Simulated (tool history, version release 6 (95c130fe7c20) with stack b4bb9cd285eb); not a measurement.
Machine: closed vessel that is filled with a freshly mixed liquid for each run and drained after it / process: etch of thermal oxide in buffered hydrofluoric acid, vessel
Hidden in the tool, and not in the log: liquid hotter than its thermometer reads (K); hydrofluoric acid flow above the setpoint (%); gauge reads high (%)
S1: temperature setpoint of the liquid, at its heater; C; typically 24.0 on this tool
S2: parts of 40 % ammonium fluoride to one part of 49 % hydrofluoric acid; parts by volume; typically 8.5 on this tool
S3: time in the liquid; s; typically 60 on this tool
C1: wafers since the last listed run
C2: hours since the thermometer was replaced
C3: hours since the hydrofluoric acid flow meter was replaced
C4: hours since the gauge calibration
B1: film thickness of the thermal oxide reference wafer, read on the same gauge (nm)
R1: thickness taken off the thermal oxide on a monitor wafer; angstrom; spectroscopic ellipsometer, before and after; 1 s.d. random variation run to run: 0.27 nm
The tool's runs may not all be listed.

run 1 day=0.000 | S1=24.0 S2=8.5 S3=60 | C1=0 C2=1445.4 C3=522.0 C4=78.2 | B1=50.03 | R1=912.2
run 2 day=0.492 | S1=21.5 S2=8.5 S3=60 | C1=763 C2=1457.2 C3=533.8 C4=90.0 | B1=49.99 | R1=802.1
-- day=0.900 gauge calibrated
run 3 day=0.946 | S1=21.5 S2=8.5 S3=60 | C1=705 C2=1468.1 C3=544.7 C4=1.1 | B1=49.98 | R1=806.1
run 4 day=1.638 | S1=21.5 S2=8.5 S3=60 | C1=1074 C2=1484.7 C3=561.3 C4=17.7 | B1=50.02 | R1=810.7
run 5 day=2.379 | S1=23.0 S2=9.5 S3=60 | C1=1151 C2=1502.5 C3=579.1 C4=35.5 | B1=50.03 | R1=778.8
run 6 day=2.821 | S1=23.0 S2=9.5 S3=60 | C1=685 C2=1513.1 C3=589.7 C4=46.1 | B1=50.01 | R1=778.9
run 7 day=3.146 | S1=23.0 S2=9.5 S3=60 | C1=504 C2=1520.9 C3=597.5 C4=53.9 | B1=50.00 | R1=780.0
run 8 day=3.842 | S1=24.0 S2=8.5 S3=60 | C1=1080 C2=1537.6 C3=614.2 C4=70.6 | B1=49.95 | R1=936.8
-- day=4.038 thermometer replaced
run 9 day=4.296 | S1=24.0 S2=8.5 S3=60 | C1=640 C2=6.2 C3=625.1 C4=81.5 | B1=49.98 | R1=825.8

Expected results for the next run?
run 10 day=4.554 | S1=24.0 S2=8.5 S3=60 | C1=401 C2=12.4 C3=631.3 C4=87.7 | B1=? | R1=?

For run 10 the tool returned B1 49.97, R1 827.8 angstrom.
Had the tool carried no hidden state, the very same run would have given R1 714.2 angstrom.

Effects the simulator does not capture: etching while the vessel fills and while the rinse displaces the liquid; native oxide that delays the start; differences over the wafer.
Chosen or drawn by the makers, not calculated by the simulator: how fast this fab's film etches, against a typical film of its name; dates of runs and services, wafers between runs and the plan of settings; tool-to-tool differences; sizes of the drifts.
